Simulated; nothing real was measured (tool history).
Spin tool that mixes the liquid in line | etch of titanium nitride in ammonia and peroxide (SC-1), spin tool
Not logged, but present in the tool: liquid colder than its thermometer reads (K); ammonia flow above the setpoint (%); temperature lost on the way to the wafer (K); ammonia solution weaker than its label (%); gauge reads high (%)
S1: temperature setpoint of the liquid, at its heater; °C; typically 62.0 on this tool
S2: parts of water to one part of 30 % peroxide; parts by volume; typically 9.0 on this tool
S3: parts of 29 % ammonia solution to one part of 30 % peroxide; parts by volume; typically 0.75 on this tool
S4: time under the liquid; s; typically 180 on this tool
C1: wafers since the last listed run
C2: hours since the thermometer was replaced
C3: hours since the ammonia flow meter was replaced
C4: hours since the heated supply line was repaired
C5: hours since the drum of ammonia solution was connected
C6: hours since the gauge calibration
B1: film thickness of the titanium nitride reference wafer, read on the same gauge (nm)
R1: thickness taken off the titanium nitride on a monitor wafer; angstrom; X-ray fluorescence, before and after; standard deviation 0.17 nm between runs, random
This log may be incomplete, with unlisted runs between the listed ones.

run,hour,S1,S2,S3,S4,C1,C2,C3,C4,C5,C6,B1,R1
1,0.0,62.0,9.0,0.75,180,0,493.9,919.8,78.3,2.5,1526.1,90.02,255.8
2,55.1,62.0,9.0,0.75,180,322,549.0,974.9,133.4,57.6,1581.2,90.00,253.7
3,83.4,62.0,11.5,0.75,180,165,577.3,1003.2,161.7,85.9,1609.5,90.01,224.5
4,145.9,62.0,9.0,0.75,145,365,639.8,1065.7,224.2,148.4,1672.0,90.02,203.7
# hour 178.2: ammonia flow meter replaced
5,184.9,62.0,9.0,0.75,180,222,678.8,6.7,263.2,187.4,1711.0,90.00,249.2
6,220.5,62.0,9.0,0.75,180,208,714.4,42.3,298.8,223.0,1746.6,89.98,250.9
7,331.1,62.0,9.0,0.75,180,646,825.0,152.9,409.4,333.6,1857.2,90.01,247.0
8,386.5,62.0,9.0,0.75,180,323,880.4,208.3,464.8,389.0,1912.6,89.99,244.4
# hour 409.0: new drum of ammonia solution connected
9,457.1,62.0,9.0,0.75,225,406,951.0,278.9,535.4,48.1,1983.2,90.01,302.6
10,508.4,62.0,9.0,0.50,80,299,1002.3,330.2,586.7,99.4,2034.5,89.99,100.2
# hour 546.8: thermometer replaced
11,548.2,62.0,5.5,0.75,125,226,1.4,370.0,626.5,139.2,2074.3,90.01,211.5
12,593.6,62.0,10.5,0.50,180,265,46.8,415.4,671.9,184.6,2119.7,90.03,207.0
# hour 637.6: heated supply line repaired
13,656.4,62.0,9.0,0.75,180,361,109.6,478.2,18.8,247.4,2182.5,90.02,253.6
# hour 686.2: gauge calibrated
14,719.0,62.0,7.0,1.00,210,366,172.2,540.8,81.4,310.0,32.8,89.99,347.4
15,786.4,62.0,13.0,0.50,90,394,239.6,608.2,148.8,377.4,100.2,90.00,95.0
16,828.5,69.5,5.0,1.10,265,246,281.7,650.3,190.9,419.5,142.3,89.99,818.4
17,878.8,58.5,13.5,1.00,135,294,332.0,700.6,241.2,469.8,192.6,90.00,126.7
# hour 885.5: new drum of ammonia solution connected
18,905.9,62.0,9.0,0.75,180,152,359.1,727.7,268.3,20.4,219.7,90.00,246.0
19,941.2,62.0,9.0,0.75,180,206,394.4,763.0,303.6,55.7,255.0,90.02,246.2
20,999.4,52.5,5.0,0.90,260,340,452.6,821.2,361.8,113.9,313.2,89.98,251.9
21,1032.7,58.5,9.0,0.75,180,194,485.9,854.5,395.1,147.2,346.5,89.98,193.0
22,1068.1,62.0,9.0,0.75,180,206,521.3,889.9,430.5,182.6,381.9,90.01,241.4
# hour 1129.1: ammonia flow meter replaced
23,1134.5,62.0,9.0,0.75,180,382,587.7,5.4,496.9,249.0,448.3,90.00,241.4
24,1182.3,62.0,9.0,0.75,180,279,635.5,53.2,544.7,296.8,496.1,89.99,235.7

What if the next run were any one of these 4? Each begins from the tool's condition after run 24:
A,1182.8,62.0,12.5,0.75,180,2,636.0,53.7,545.2,297.3,496.6,?,?
B,1182.8,62.0,11.5,0.75,225,2,636.0,53.7,545.2,297.3,496.6,?,?
C,1182.8,62.0,9.0,0.75,290,2,636.0,53.7,545.2,297.3,496.6,?,?
D,1182.8,54.5,11.5,0.75,95,2,636.0,53.7,545.2,297.3,496.6,?,?

run,B1,R1
A,89.99,200.0
B,89.99,261.2
C,89.99,381.6
D,89.99,66.8
With the hidden condition removed and each run's random variation left untouched, the same runs would have given:
run,R1
A,218.8
B,285.7
C,417.4
D,73.4

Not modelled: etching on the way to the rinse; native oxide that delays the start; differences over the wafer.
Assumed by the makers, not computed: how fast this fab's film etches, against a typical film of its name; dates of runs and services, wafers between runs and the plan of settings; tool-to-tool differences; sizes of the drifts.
